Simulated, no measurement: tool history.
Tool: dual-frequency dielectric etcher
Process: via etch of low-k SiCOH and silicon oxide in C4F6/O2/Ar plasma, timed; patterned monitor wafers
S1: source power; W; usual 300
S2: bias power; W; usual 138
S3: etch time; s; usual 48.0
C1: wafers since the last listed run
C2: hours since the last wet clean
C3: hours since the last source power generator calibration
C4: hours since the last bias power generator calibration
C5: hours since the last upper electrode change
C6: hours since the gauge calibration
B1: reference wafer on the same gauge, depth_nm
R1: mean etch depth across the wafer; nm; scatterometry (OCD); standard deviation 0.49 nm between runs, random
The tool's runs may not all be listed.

| run | hour | S1 | S2 | S3 | C1 | C2 | C3 | C4 | C5 | C6 | B1 | R1 |
|---|---|---|---|---|---|---|---|---|---|---|---|---|
| 1 | 0.0 | 300 | 138 | 48.0 | 0 | 346.7 | 3325.1 | 1896.8 | 3795.2 | 131.8 | 119.9 | 103.0 |
|  | 33.0 | wet clean of the chamber |
| 2 | 33.5 | 300 | 138 | 48.0 | 120 | 0.5 | 3358.6 | 1930.3 | 3828.7 | 165.3 | 119.6 | 103.4 |
| 3 | 33.9 | 300 | 138 | 48.0 | 5 | 0.9 | 3359.0 | 1930.7 | 3829.1 | 165.7 | 119.7 | 103.3 |
| 4 | 47.6 | 300 | 138 | 48.0 | 173 | 14.6 | 3372.7 | 1944.4 | 3842.8 | 179.4 | 119.6 | 103.1 |
| 5 | 64.2 | 300 | 138 | 48.0 | 210 | 31.2 | 3389.3 | 1961.0 | 3859.4 | 196.0 | 119.6 | 102.8 |
| 6 | 96.8 | 300 | 138 | 48.0 | 413 | 63.8 | 3421.9 | 1993.6 | 3892.0 | 228.6 | 119.5 | 102.3 |
| 7 | 120.7 | 300 | 138 | 48.0 | 302 | 87.7 | 3445.8 | 2017.5 | 3915.9 | 252.5 | 119.6 | 103.5 |
| 8 | 144.6 | 300 | 148 | 41.5 | 302 | 111.6 | 3469.7 | 2041.4 | 3939.8 | 276.4 | 119.5 | 90.7 |
| 9 | 174.9 | 300 | 138 | 48.0 | 384 | 141.9 | 3500.0 | 2071.7 | 3970.1 | 306.7 | 119.4 | 103.6 |
|  | 202.5 | bias power generator calibrated |
| 10 | 203.0 | 300 | 138 | 48.0 | 305 | 170.0 | 3528.1 | 0.5 | 3998.2 | 334.8 | 119.4 | 103.8 |
|  | 225.3 | gauge calibrated |
| 11 | 226.3 | 300 | 138 | 48.0 | 295 | 193.3 | 3551.4 | 23.8 | 4021.5 | 1.0 | 121.0 | 103.6 |
| 12 | 243.5 | 300 | 146 | 48.0 | 218 | 210.5 | 3568.6 | 41.0 | 4038.7 | 18.2 | 120.7 | 106.6 |
|  | 268.9 | source power generator calibrated |
| 13 | 270.7 | 220 | 151 | 35.5 | 294 | 237.7 | 1.8 | 68.2 | 4065.9 | 45.4 | 120.2 | 70.3 |
| 14 | 305.0 | 300 | 138 | 48.0 | 434 | 272.0 | 36.1 | 102.5 | 4100.2 | 79.7 | 120.0 | 103.9 |
| 15 | 331.7 | 300 | 138 | 48.0 | 338 | 298.7 | 62.8 | 129.2 | 4126.9 | 106.4 | 119.9 | 104.2 |
| 16 | 344.9 | 300 | 138 | 48.0 | 167 | 311.9 | 76.0 | 142.4 | 4140.1 | 119.6 | 119.5 | 103.5 |
| 17 | 361.2 | 330 | 113 | 35.0 | 206 | 328.2 | 92.3 | 158.7 | 4156.4 | 135.9 | 119.7 | 74.9 |
|  | 388.4 | upper electrode replaced |
|  | 410.8 | wet clean of the chamber |
| 18 | 411.3 | 330 | 154 | 43.5 | 46 | 0.5 | 142.4 | 208.8 | 22.9 | 186.0 | 119.3 | 100.0 |
| 19 | 419.7 | 380 | 138 | 60.5 | 106 | 8.9 | 150.8 | 217.2 | 31.3 | 194.4 | 119.2 | 142.6 |
| 20 | 436.6 | 300 | 126 | 48.0 | 214 | 25.8 | 167.7 | 234.1 | 48.2 | 211.3 | 119.4 | 101.2 |
| 21 | 454.4 | 370 | 121 | 37.5 | 225 | 43.6 | 185.5 | 251.9 | 66.0 | 229.1 | 119.3 | 84.4 |
| 22 | 527.6 | 300 | 151 | 48.0 | 927 | 116.8 | 258.7 | 325.1 | 139.2 | 302.3 | 119.0 | 105.7 |
| 23 | 548.1 | 300 | 114 | 48.0 | 259 | 137.3 | 279.2 | 345.6 | 159.7 | 322.8 | 119.1 | 98.1 |
| 24 | 565.9 | 300 | 138 | 48.0 | 225 | 155.1 | 297.0 | 363.4 | 177.5 | 340.6 | 119.0 | 103.5 |

For each entry between runs, how does the tool's hidden state at the last listed run before it compare with that at the first listed run after it?
Logged between run 1 and run 2: wet clean of the chamber (hour 33.0)
  gauge reads high (%): -0.891 -> -1.03
  measured result minus the result with no hidden state, R1: -0.9 -> -1.0 nm
Logged between run 9 and run 10: bias power generator calibrated (hour 202.5)
  gauge reads high (%): -1.37 -> -1.4
  measured result minus the result with no hidden state, R1: -1.4 -> -1.5 nm
Logged between run 10 and run 11: gauge calibrated (hour 225.3)
  gauge reads high (%): -1.4 -> -0.0752
  measured result minus the result with no hidden state, R1: -1.5 -> +0.0 nm
Logged between run 12 and run 13: source power generator calibrated (hour 268.9)
  gauge reads high (%): -0.278 -> -0.55
  measured result minus the result with no hidden state, R1: -0.3 -> -0.4 nm
Logged between run 17 and run 18: upper electrode replaced (hour 388.4); wet clean of the chamber (hour 410.8)
  gauge reads high (%): -1.15 -> -1.35
  measured result minus the result with no hidden state, R1: -0.9 -> -1.4 nm
